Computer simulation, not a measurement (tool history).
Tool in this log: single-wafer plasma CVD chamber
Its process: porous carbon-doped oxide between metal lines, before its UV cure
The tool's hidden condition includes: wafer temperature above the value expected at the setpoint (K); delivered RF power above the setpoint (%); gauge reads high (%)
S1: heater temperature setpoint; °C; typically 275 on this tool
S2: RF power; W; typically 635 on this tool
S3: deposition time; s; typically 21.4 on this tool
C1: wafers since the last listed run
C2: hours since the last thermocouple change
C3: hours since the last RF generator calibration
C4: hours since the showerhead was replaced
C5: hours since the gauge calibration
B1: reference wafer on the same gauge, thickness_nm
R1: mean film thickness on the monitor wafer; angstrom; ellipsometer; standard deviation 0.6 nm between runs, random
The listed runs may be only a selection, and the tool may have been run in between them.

run 1 hour=0.0 | S1=264 S2=635 S3=21.4 | C1=0 C2=1547.3 C3=602.1 C4=4221.2 C5=340.8 | B1=166.135 | R1=1616.28
run 2 hour=59.1 | S1=264 S2=635 S3=21.4 | C1=2001 C2=1606.4 C3=661.2 C4=4280.3 C5=399.9 | B1=165.927 | R1=1622.80
run 3 hour=113.7 | S1=275 S2=635 S3=18.7 | C1=1849 C2=1661.0 C3=715.8 C4=4334.9 C5=454.5 | B1=166.347 | R1=1317.54
run 4 hour=159.0 | S1=275 S2=635 S3=18.7 | C1=1534 C2=1706.3 C3=761.1 C4=4380.2 C5=499.8 | B1=166.145 | R1=1312.92
run 5 hour=236.4 | S1=275 S2=635 S3=18.7 | C1=2621 C2=1783.7 C3=838.5 C4=4457.6 C5=577.2 | B1=165.870 | R1=1315.22
run 6 hour=310.2 | S1=275 S2=635 S3=19.3 | C1=2499 C2=1857.5 C3=912.3 C4=4531.4 C5=651.0 | B1=166.054 | R1=1348.57
run 7 hour=402.1 | S1=275 S2=635 S3=19.3 | C1=3112 C2=1949.4 C3=1004.2 C4=4623.3 C5=742.9 | B1=166.349 | R1=1333.81
run 8 hour=500.2 | S1=275 S2=635 S3=19.3 | C1=3322 C2=2047.5 C3=1102.3 C4=4721.4 C5=841.0 | B1=165.550 | R1=1330.69
-- hour=526.3 RF generator calibrated
-- hour=549.6 showerhead replaced
run 9 hour=572.3 | S1=275 S2=635 S3=22.5 | C1=1900 C2=2119.6 C3=46.0 C4=22.7 C5=913.1 | B1=166.055 | R1=1616.58
run 10 hour=624.4 | S1=275 S2=635 S3=22.5 | C1=1764 C2=2171.7 C3=98.1 C4=74.8 C5=965.2 | B1=166.074 | R1=1604.59
run 11 hour=669.2 | S1=275 S2=695 S3=21.4 | C1=1517 C2=2216.5 C3=142.9 C4=119.6 C5=1010.0 | B1=165.909 | R1=1602.91
run 12 hour=718.4 | S1=285 S2=635 S3=25.3 | C1=1666 C2=2265.7 C3=192.1 C4=168.8 C5=1059.2 | B1=165.741 | R1=1693.62
run 13 hour=796.2 | S1=275 S2=525 S3=21.4 | C1=2635 C2=2343.5 C3=269.9 C4=246.6 C5=1137.0 | B1=166.450 | R1=1405.03
run 14 hour=836.1 | S1=275 S2=635 S3=19.3 | C1=1351 C2=2383.4 C3=309.8 C4=286.5 C5=1176.9 | B1=166.120 | R1=1387.59
run 15 hour=912.7 | S1=264 S2=700 S3=23.6 | C1=2594 C2=2460.0 C3=386.4 C4=363.1 C5=1253.5 | B1=166.128 | R1=1857.85
-- hour=924.2 thermocouple changed; heater temperature recalibrated
run 16 hour=958.2 | S1=280 S2=540 S3=18.8 | C1=1270 C2=34.0 C3=431.9 C4=408.6 C5=1299.0 | B1=165.875 | R1=1176.62
run 17 hour=1003.9 | S1=275 S2=555 S3=22.6 | C1=1547 C2=79.7 C3=477.6 C4=454.3 C5=1344.7 | B1=165.899 | R1=1470.36
run 18 hour=1109.0 | S1=275 S2=635 S3=18.7 | C1=3559 C2=184.8 C3=582.7 C4=559.4 C5=1449.8 | B1=166.141 | R1=1297.49
-- hour=1128.3 gauge calibrated
run 19 hour=1197.8 | S1=281 S2=635 S3=21.4 | C1=3007 C2=273.6 C3=671.5 C4=648.2 C5=69.5 | B1=166.175 | R1=1431.52
run 20 hour=1386.2 | S1=268 S2=635 S3=21.4 | C1=6381 C2=462.0 C3=859.9 C4=836.6 C5=257.9 | B1=166.048 | R1=1528.52
-- hour=1477.4 RF generator calibrated
run 21 hour=1477.9 | S1=275 S2=635 S3=19.2 | C1=2835 C2=553.7 C3=0.5 C4=928.3 C5=349.6 | B1=166.335 | R1=1361.21

5 options for the next run, each taken on its own from the tool as it stands now. Forecast them:
run A hour=1478.3 | S1=275 S2=635 S3=19.0 | C1=13 C2=554.1 C3=0.9 C4=928.7 C5=350.0 | B1=? | R1=?
run B hour=1478.3 | S1=265 S2=570 S3=17.8 | C1=13 C2=554.1 C3=0.9 C4=928.7 C5=350.0 | B1=? | R1=?
run C hour=1478.3 | S1=265 S2=700 S3=19.5 | C1=13 C2=554.1 C3=0.9 C4=928.7 C5=350.0 | B1=? | R1=?
run D hour=1478.3 | S1=287 S2=585 S3=23.8 | C1=13 C2=554.1 C3=0.9 C4=928.7 C5=350.0 | B1=? | R1=?
run E hour=1478.3 | S1=262 S2=510 S3=18.7 | C1=13 C2=554.1 C3=0.9 C4=928.7 C5=350.0 | B1=? | R1=?

run=A B1=165.965 R1=1357.58
run=B B1=165.965 R1=1288.47
run=C B1=165.965 R1=1543.07
run=D B1=165.965 R1=1520.12
run=E B1=165.965 R1=1311.65
With the hidden condition removed and each run's random variation left untouched, the same runs would have given:
run=A R1=1333.46
run=B R1=1264.78
run=C R1=1514.69
run=D R1=1494.34
run=E R1=1287.29
